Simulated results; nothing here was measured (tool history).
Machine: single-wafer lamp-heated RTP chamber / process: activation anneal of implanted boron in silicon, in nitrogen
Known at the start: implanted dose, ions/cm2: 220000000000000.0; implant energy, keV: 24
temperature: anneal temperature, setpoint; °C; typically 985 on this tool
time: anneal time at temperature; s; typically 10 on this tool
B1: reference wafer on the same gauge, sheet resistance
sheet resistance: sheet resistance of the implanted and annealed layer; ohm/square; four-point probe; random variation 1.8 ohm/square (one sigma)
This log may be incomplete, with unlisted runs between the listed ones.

run 1 hour=0 | temperature=962 time=10 | B1=486.41 | sheet_resistance=455
run 2 hour=74.6 | temperature=985 time=10 | B1=485.7 | sheet_resistance=429.27
run 3 hour=353.8 | temperature=985 time=10 | B1=486.09 | sheet_resistance=430.78
run 4 hour=416.9 | temperature=985 time=10 | B1=485.79 | sheet_resistance=429.53
run 5 hour=506.8 | temperature=985 time=10 | B1=485.93 | sheet_resistance=429.34
run 6 hour=580.5 | temperature=985 time=10 | B1=485.85 | sheet_resistance=429.11
run 7 hour=680.4 | temperature=985 time=10 | B1=485.78 | sheet_resistance=430.09
run 8 hour=787.2 | temperature=1000 time=13 | B1=486.54 | sheet_resistance=420.3
run 9 hour=854.1 | temperature=970 time=13 | B1=485.88 | sheet_resistance=437.82
run 10 hour=932.3 | temperature=999 time=7 | B1=485.45 | sheet_resistance=423.49
run 11 hour=984 | temperature=973 time=13 | B1=486.3 | sheet_resistance=445.96
run 12 hour=1026.6 | temperature=1004 time=15 | B1=486.12 | sheet_resistance=421.47
run 13 hour=1068.6 | temperature=985 time=10 | B1=486.18 | sheet_resistance=433.24
run 14 hour=1134.3 | temperature=962 time=12 | B1=485.92 | sheet_resistance=462.65
run 15 hour=1212.4 | temperature=1005 time=12 | B1=486.26 | sheet_resistance=417.82
run 16 hour=1317.9 | temperature=996 time=8 | B1=486.18 | sheet_resistance=423.95

Put back what was entered between runs (8 entries, withheld): which listed runs does each sit between, and how does the hidden state differ from the listed run before to the listed run after?
From run 2 to run 3: reflector plate cleaned (hour 84.9); pyrometer window cleaned and pyrometer calibrated (hour 85.8)
  wafer temperature error from the tarnished reflector plate, K: 9.61 -> 5.45
  measured result minus the result with no hidden state, sheet resistance: -7.5 -> -4.66 ohm/square
From run 3 to run 4: pyrometer window cleaned and pyrometer calibrated (hour 367)
  wafer temperature error from the tarnished reflector plate, K: 5.45 -> 6.11
  measured result minus the result with no hidden state, sheet resistance: -4.66 -> -5.13 ohm/square
From run 4 to run 5: gauge calibrated (hour 493.6)
  wafer temperature error from the tarnished reflector plate, K: 6.11 -> 6.83
  measured result minus the result with no hidden state, sheet resistance: -5.13 -> -5.65 ohm/square
From run 6 to run 7: pyrometer window cleaned and pyrometer calibrated (hour 635.7)
  wafer temperature error from the tarnished reflector plate, K: 7.28 -> 7.74
  measured result minus the result with no hidden state, sheet resistance: -5.97 -> -6.3 ohm/square
From run 9 to run 10: pyrometer window cleaned and pyrometer calibrated (hour 878)
  wafer temperature error from the tarnished reflector plate, K: 8.25 -> 8.4
  measured result minus the result with no hidden state, sheet resistance: -12.26 -> -3.57 ohm/square
From run 10 to run 11: reflector plate cleaned (hour 972.7)
  wafer temperature error from the tarnished reflector plate, K: 8.4 -> 0.617
  measured result minus the result with no hidden state, sheet resistance: -3.57 -> -0.95 ohm/square
From run 13 to run 14: pyrometer window cleaned and pyrometer calibrated (hour 1127.1)
  wafer temperature error from the tarnished reflector plate, K: 2.6 -> 3.8
  measured result minus the result with no hidden state, sheet resistance: -2.37 -> -8.84 ohm/square
